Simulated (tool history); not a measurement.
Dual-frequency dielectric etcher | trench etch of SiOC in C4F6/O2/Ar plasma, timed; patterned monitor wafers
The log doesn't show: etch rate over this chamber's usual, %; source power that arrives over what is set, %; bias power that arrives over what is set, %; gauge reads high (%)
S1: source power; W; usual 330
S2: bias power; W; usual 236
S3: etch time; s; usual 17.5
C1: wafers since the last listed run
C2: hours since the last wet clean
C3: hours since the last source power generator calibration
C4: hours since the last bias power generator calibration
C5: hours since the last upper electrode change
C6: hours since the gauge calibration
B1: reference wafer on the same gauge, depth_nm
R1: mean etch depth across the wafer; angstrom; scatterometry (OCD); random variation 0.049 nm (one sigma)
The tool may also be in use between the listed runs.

{"run": 1, "hour": 0.0, "S1": 330, "S2": 207, "S3": 17.5, "C1": 0, "C2": 88.9, "C3": 2308.6, "C4": 2217.6, "C5": 2797.6, "C6": 225.0, "B1": 38.51, "R1": 321.8}
{"run": 2, "hour": 92.7, "S1": 330, "S2": 236, "S3": 17.5, "C1": 2063, "C2": 181.6, "C3": 2401.3, "C4": 2310.3, "C5": 2890.3, "C6": 317.7, "B1": 38.51, "R1": 336.9}
{"run": 3, "hour": 190.2, "S1": 330, "S2": 236, "S3": 17.5, "C1": 2169, "C2": 279.1, "C3": 2498.8, "C4": 2407.8, "C5": 2987.8, "C6": 415.2, "B1": 38.48, "R1": 338.6}
{"run": 4, "hour": 250.2, "S1": 330, "S2": 190, "S3": 17.5, "C1": 1335, "C2": 339.1, "C3": 2558.8, "C4": 2467.8, "C5": 3047.8, "C6": 475.2, "B1": 38.48, "R1": 316.3}
{"hour": 325.6, "done": "wet clean of the chamber"}
{"run": 5, "hour": 355.8, "S1": 380, "S2": 236, "S3": 17.5, "C1": 1816, "C2": 30.2, "C3": 2664.4, "C4": 2573.4, "C5": 3153.4, "C6": 580.8, "B1": 38.5, "R1": 353.6}
{"hour": 407.0, "done": "gauge calibrated"}
{"run": 6, "hour": 442.3, "S1": 380, "S2": 236, "S3": 17.5, "C1": 1925, "C2": 116.7, "C3": 2750.9, "C4": 2659.9, "C5": 3239.9, "C6": 35.3, "B1": 38.51, "R1": 356.9}
{"run": 7, "hour": 490.2, "S1": 330, "S2": 236, "S3": 14.0, "C1": 1066, "C2": 164.6, "C3": 2798.8, "C4": 2707.8, "C5": 3287.8, "C6": 83.2, "B1": 38.51, "R1": 269.3}
{"hour": 512.6, "done": "bias power generator calibrated"}
{"hour": 574.8, "done": "upper electrode replaced"}
{"run": 8, "hour": 585.8, "S1": 400, "S2": 236, "S3": 15.0, "C1": 1504, "C2": 260.2, "C3": 2894.4, "C4": 73.2, "C5": 11.0, "C6": 178.8, "B1": 38.49, "R1": 313.0}
{"run": 9, "hour": 632.3, "S1": 370, "S2": 180, "S3": 15.5, "C1": 1034, "C2": 306.7, "C3": 2940.9, "C4": 119.7, "C5": 57.5, "C6": 225.3, "B1": 38.52, "R1": 288.5}
{"hour": 678.6, "done": "wet clean of the chamber"}
{"hour": 706.8, "done": "source power generator calibrated"}
{"run": 10, "hour": 712.8, "S1": 260, "S2": 236, "S3": 13.5, "C1": 1168, "C2": 34.2, "C3": 6.0, "C4": 200.2, "C5": 138.0, "C6": 305.8, "B1": 38.51, "R1": 230.4}
{"run": 11, "hour": 811.8, "S1": 330, "S2": 236, "S3": 21.0, "C1": 2203, "C2": 133.2, "C3": 105.0, "C4": 299.2, "C5": 237.0, "C6": 404.8, "B1": 38.5, "R1": 395.7}
{"run": 12, "hour": 865.3, "S1": 330, "S2": 236, "S3": 17.5, "C1": 1190, "C2": 186.7, "C3": 158.5, "C4": 352.7, "C5": 290.5, "C6": 458.3, "B1": 38.5, "R1": 330.6}
{"run": 13, "hour": 924.0, "S1": 330, "S2": 236, "S3": 17.5, "C1": 1306, "C2": 245.4, "C3": 217.2, "C4": 411.4, "C5": 349.2, "C6": 517.0, "B1": 38.48, "R1": 331.3}
{"hour": 935.1, "done": "gauge calibrated"}
{"run": 14, "hour": 963.6, "S1": 330, "S2": 199, "S3": 15.0, "C1": 881, "C2": 285.0, "C3": 256.8, "C4": 451.0, "C5": 388.8, "C6": 28.5, "B1": 38.48, "R1": 268.9}

Forecast each of these 5 alternatives for the next run:
{"run": "A", "hour": 964.0, "S1": 330, "S2": 212, "S3": 17.5, "C1": 8, "C2": 285.4, "C3": 257.2, "C4": 451.4, "C5": 389.2, "C6": 28.9, "B1": "?", "R1": "?"}
{"run": "B", "hour": 964.0, "S1": 260, "S2": 208, "S3": 21.0, "C1": 8, "C2": 285.4, "C3": 257.2, "C4": 451.4, "C5": 389.2, "C6": 28.9, "B1": "?", "R1": "?"}
{"run": "C", "hour": 964.0, "S1": 290, "S2": 284, "S3": 22.0, "C1": 8, "C2": 285.4, "C3": 257.2, "C4": 451.4, "C5": 389.2, "C6": 28.9, "B1": "?", "R1": "?"}
{"run": "D", "hour": 964.0, "S1": 390, "S2": 188, "S3": 13.5, "C1": 8, "C2": 285.4, "C3": 257.2, "C4": 451.4, "C5": 389.2, "C6": 28.9, "B1": "?", "R1": "?"}
{"run": "E", "hour": 964.0, "S1": 350, "S2": 236, "S3": 20.0, "C1": 8, "C2": 285.4, "C3": 257.2, "C4": 451.4, "C5": 389.2, "C6": 28.9, "B1": "?", "R1": "?"}

run=A B1=38.51 R1=320.9
run=B B1=38.51 R1=347.2
run=C B1=38.51 R1=422.7
run=D B1=38.51 R1=255.0
run=E B1=38.51 R1=389.1
Without the tool's hidden state the same runs would have given:
run=A R1=317.3
run=B R1=343.3
run=C R1=417.9
run=D R1=252.1
run=E R1=384.7
